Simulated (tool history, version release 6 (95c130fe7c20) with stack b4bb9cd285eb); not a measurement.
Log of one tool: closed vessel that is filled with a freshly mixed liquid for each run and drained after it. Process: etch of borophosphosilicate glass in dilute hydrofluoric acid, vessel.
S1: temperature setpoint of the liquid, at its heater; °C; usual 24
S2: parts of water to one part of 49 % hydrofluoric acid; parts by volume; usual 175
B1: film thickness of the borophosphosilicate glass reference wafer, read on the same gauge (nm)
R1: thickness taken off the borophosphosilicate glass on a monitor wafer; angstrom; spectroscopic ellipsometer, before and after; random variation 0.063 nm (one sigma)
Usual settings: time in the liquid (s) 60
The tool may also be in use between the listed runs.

run 1 day=0 | S1=24 S2=175 time_in_the_liquid_(s)=60 | B1=79.98 | R1=129.8
run 2 day=0.329 | S1=24 S2=175 time_in_the_liquid_(s)=60 | B1=79.96 | R1=129.9
run 3 day=0.596 | S1=24 S2=175 time_in_the_liquid_(s)=60 | B1=79.97 | R1=129
run 4 day=1.308 | S1=24 S2=175 time_in_the_liquid_(s)=60 | B1=80.03 | R1=130.4
run 5 day=1.596 | S1=24 S2=175 time_in_the_liquid_(s)=60 | B1=80.01 | R1=130.6
run 6 day=2.162 | S1=24 S2=175 time_in_the_liquid_(s)=60 | B1=80.02 | R1=129.9
run 7 day=2.521 | S1=24 S2=175 time_in_the_liquid_(s)=80 | B1=79.96 | R1=172.8
run 8 day=2.983 | S1=24 S2=175 time_in_the_liquid_(s)=80 | B1=80.02 | R1=174.2
run 9 day=3.362 | S1=24 S2=175 time_in_the_liquid_(s)=60 | B1=79.99 | R1=130.3
run 10 day=4.079 | S1=24 S2=175 time_in_the_liquid_(s)=60 | B1=80 | R1=130.7
-- day=4.367 gauge calibrated
run 11 day=4.596 | S1=24 S2=175 time_in_the_liquid_(s)=60 | B1=79.99 | R1=128.7
run 12 day=4.867 | S1=24 S2=175 time_in_the_liquid_(s)=60 | B1=79.99 | R1=129.9
run 13 day=5.171 | S1=24 S2=175 time_in_the_liquid_(s)=60 | B1=80 | R1=131.3
run 14 day=5.662 | S1=24 S2=175 time_in_the_liquid_(s)=60 | B1=80.02 | R1=129.1
run 15 day=6.379 | S1=24 S2=230 time_in_the_liquid_(s)=50 | B1=80.02 | R1=77.7
run 16 day=6.858 | S1=24 S2=140 time_in_the_liquid_(s)=60 | B1=80.03 | R1=168.1
-- day=7.596 hydrofluoric acid flow meter replaced
run 17 day=7.617 | S1=28 S2=145 time_in_the_liquid_(s)=90 | B1=80.05 | R1=282.3
run 18 day=8.038 | S1=24 S2=175 time_in_the_liquid_(s)=60 | B1=80.02 | R1=129
-- day=8.188 thermometer replaced
run 19 day=8.471 | S1=27.5 S2=140 time_in_the_liquid_(s)=80 | B1=79.99 | R1=259.6
run 20 day=9.217 | S1=27 S2=260 time_in_the_liquid_(s)=60 | B1=80.01 | R1=88.5
run 21 day=9.596 | S1=24 S2=175 time_in_the_liquid_(s)=60 | B1=80.02 | R1=130.5
run 22 day=9.958 | S1=24 S2=175 time_in_the_liquid_(s)=95 | B1=80 | R1=206.2
run 23 day=10.267 | S1=24 S2=120 time_in_the_liquid_(s)=60 | B1=80 | R1=201.5
run 24 day=10.767 | S1=28.5 S2=90 time_in_the_liquid_(s)=45 | B1=80.02 | R1=250.2
run 25 day=11.412 | S1=27 S2=220 time_in_the_liquid_(s)=80 | B1=80.04 | R1=145.1
run 26 day=11.7 | S1=25.5 S2=265 time_in_the_liquid_(s)=75 | B1=79.98 | R1=103.3
run 27 day=12.354 | S1=28.5 S2=175 time_in_the_liquid_(s)=70 | B1=80.03 | R1=180.1
run 28 day=12.796 | S1=19.5 S2=140 time_in_the_liquid_(s)=60 | B1=80.03 | R1=141.5
run 29 day=13.412 | S1=24 S2=175 time_in_the_liquid_(s)=60 | B1=79.98 | R1=130.4

3 ways to go on from here, each from the tool as it stands after run 29. What would each give?
run A day=13.442 | S1=24 S2=175 time_in_the_liquid_(s)=60 | B1=? | R1=?
run B day=13.442 | S1=24 S2=175 time_in_the_liquid_(s)=50 | B1=? | R1=?
run C day=13.442 | S1=21 S2=240 time_in_the_liquid_(s)=35 | B1=? | R1=?

run=A B1=79.97 R1=129.5
run=B B1=79.97 R1=107.9
run=C B1=79.97 R1=46
Without the tool's hidden state the same runs would have given:
run=A R1=129.5
run=B R1=107.9
run=C R1=46

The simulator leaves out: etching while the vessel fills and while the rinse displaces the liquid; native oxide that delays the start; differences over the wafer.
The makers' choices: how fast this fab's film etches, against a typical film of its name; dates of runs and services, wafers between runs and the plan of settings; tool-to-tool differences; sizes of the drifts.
